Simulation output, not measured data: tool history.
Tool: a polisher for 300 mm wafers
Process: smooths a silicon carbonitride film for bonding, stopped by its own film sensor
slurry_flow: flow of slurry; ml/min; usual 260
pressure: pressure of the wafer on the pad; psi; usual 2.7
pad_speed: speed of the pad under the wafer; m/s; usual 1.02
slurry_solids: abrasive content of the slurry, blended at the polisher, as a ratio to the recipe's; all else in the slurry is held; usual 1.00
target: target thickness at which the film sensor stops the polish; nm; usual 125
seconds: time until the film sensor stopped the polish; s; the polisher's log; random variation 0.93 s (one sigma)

run	hour	slurry_flow	pressure	pad_speed	slurry_solids	target	wafers since the last listed run	wafers polished on this pad	hours since the slurry nozzle was cleaned	hours since the head pressure was calibrated	hours since the slurry blender was calibrated	incoming thickness of the incoming film, nm	seconds
1	0.0	260	2.7	1.02	1.00	125	0	3918	80.1	27.5	336.7	149.0	70.5
2	39.5	260	2.7	1.02	1.00	125	474	4392	119.6	67.0	376.2	149.0	68.8
# hour 56.3: slurry blender recalibrated
# hour 76.2: worn pad replaced by a new one
3	105.5	260	2.7	1.02	1.00	125	720	351	185.6	133.0	49.2	148.6	66.3
4	141.6	260	2.7	0.86	1.00	125	433	784	221.7	169.1	85.3	149.5	77.1
5	206.6	260	2.7	1.02	1.00	125	780	1565	286.7	234.1	150.3	148.8	66.8
# hour 336.3: head pressure recalibrated
6	398.2	260	2.7	1.02	0.80	125	2276	3842	478.3	61.9	341.9	150.8	85.5
# hour 451.8: worn pad replaced by a new one
7	463.8	260	2.7	1.02	0.80	125	739	143	543.9	127.5	407.5	151.3	84.7
# hour 472.5: slurry blender recalibrated
8	494.0	260	2.7	1.02	0.80	125	338	482	574.1	157.7	21.5	149.5	81.4
9	529.4	260	2.7	1.02	0.85	125	425	907	609.5	193.1	56.9	150.0	78.8
# hour 585.9: slurry nozzle cleaned
10	587.0	260	2.2	1.02	1.00	125	679	1587	1.1	250.7	114.5	149.6	81.4
11	621.2	190	2.7	0.92	1.00	125	410	1997	35.3	284.9	148.7	147.5	71.1
12	662.2	260	2.7	1.02	1.00	125	492	2490	76.3	325.9	189.7	151.8	76.0
13	711.6	260	2.7	1.02	0.85	125	593	3083	125.7	375.3	239.1	150.9	83.2
# hour 762.5: head pressure recalibrated
14	774.0	315	2.7	1.24	1.00	130	725	3808	188.1	11.5	301.5	149.7	47.6
# hour 798.1: worn pad replaced by a new one, of another model than before
# hour 801.8: slurry blender recalibrated
15	812.2	260	2.7	0.72	0.85	125	386	144	226.3	49.7	10.4	151.4	96.0
16	879.0	260	2.7	1.02	1.00	119	802	946	293.1	116.5	77.2	151.4	90.7
17	937.8	295	2.7	1.02	1.00	125	706	1653	351.9	175.3	136.0	149.1	66.3
18	989.1	260	2.7	1.02	1.00	125	616	2269	403.2	226.6	187.3	151.8	76.4
19	1117.1	230	1.9	1.02	1.00	125	1537	3806	531.2	354.6	315.3	151.0	92.7
# hour 1123.3: slurry nozzle cleaned
# hour 1138.2: head pressure recalibrated
# hour 1177.6: worn pad replaced by a new one
# hour 1181.2: slurry blender recalibrated
20	1181.7	260	2.7	1.02	1.00	125	667	25	58.4	43.5	0.5	150.9	69.0
21	1210.3	260	2.7	1.02	1.00	125	343	368	87.0	72.1	29.1	149.2	66.4
22	1263.6	260	2.7	1.02	0.85	125	640	1008	140.3	125.4	82.4	152.3	84.7
23	1328.8	200	2.7	1.02	1.00	117	782	1791	205.5	190.6	147.6	147.8	91.4
24	1395.0	260	2.4	1.02	1.00	127	794	2586	271.7	256.8	213.8	148.5	66.2
25	1434.6	260	2.7	1.16	1.20	123	475	3061	311.3	296.4	253.4	149.1	63.4
26	1496.0	195	3.5	1.02	1.00	125	737	3799	372.7	357.8	314.8	150.8	66.6
# hour 1501.8: slurry blender recalibrated
27	1554.0	260	3.3	1.02	1.00	125	672	4471	430.7	415.8	52.2	149.8	62.6
# hour 1572.4: head pressure recalibrated
28	1585.4	260	1.9	1.12	1.20	125	353	4824	462.1	13.0	83.6	149.7	73.5

How the hidden state differs across the entries between the runs, from the last listed run before each to the first after it:
Between runs 2 and 3: slurry blender recalibrated (hour 56.3); worn pad replaced by a new one (hour 76.2)
  removal rate lost through wear of the pad, %: 6.82 -> 1.46
  measured less the result without the state, seconds: +4.7 -> +1.0 s
Between runs 5 and 6: head pressure recalibrated (hour 336.3)
  removal rate lost through wear of the pad, %: 4.42 -> 6.26
  measured less the result without the state, seconds: +3.0 -> +5.4 s
Between runs 6 and 7: worn pad replaced by a new one (hour 451.8)
  removal rate lost through wear of the pad, %: 6.26 -> 0.947
  measured less the result without the state, seconds: +5.4 -> +0.8 s
Between runs 7 and 8: slurry blender recalibrated (hour 472.5)
  removal rate lost through wear of the pad, %: 0.947 -> 2.27
  measured less the result without the state, seconds: +0.8 -> +1.9 s
Between runs 9 and 10: slurry nozzle cleaned (hour 585.9)
  removal rate lost through wear of the pad, %: 3.45 -> 4.79
  measured less the result without the state, seconds: +2.7 -> +3.9 s
Between runs 13 and 14: head pressure recalibrated (hour 762.5)
  removal rate lost through wear of the pad, %: 6.22 -> 6.54
  measured less the result without the state, seconds: +5.2 -> +3.1 s
Between runs 14 and 15: worn pad replaced by a new one, of another model than before (hour 798.1); slurry blender recalibrated (hour 801.8)
  removal rate lost through wear of the pad, %: 6.54 -> 1.26
  measured less the result without the state, seconds: +3.1 -> +1.2 s
Between runs 19 and 20: slurry nozzle cleaned (hour 1123.3); head pressure recalibrated (hour 1138.2); worn pad replaced by a new one (hour 1177.6); slurry blender recalibrated (hour 1181.2)
  removal rate lost through wear of the pad, %: 6.74 -> 0.288
  measured less the result without the state, seconds: +6.2 -> +0.2 s
Between runs 26 and 27: slurry blender recalibrated (hour 1501.8)
  removal rate lost through wear of the pad, %: 6.27 -> 6.46
  measured less the result without the state, seconds: +4.1 -> +4.1 s
Between runs 27 and 28: head pressure recalibrated (hour 1572.4)
  removal rate lost through wear of the pad, %: 6.46 -> 6.53
  measured less the result without the state, seconds: +4.1 -> +4.8 s
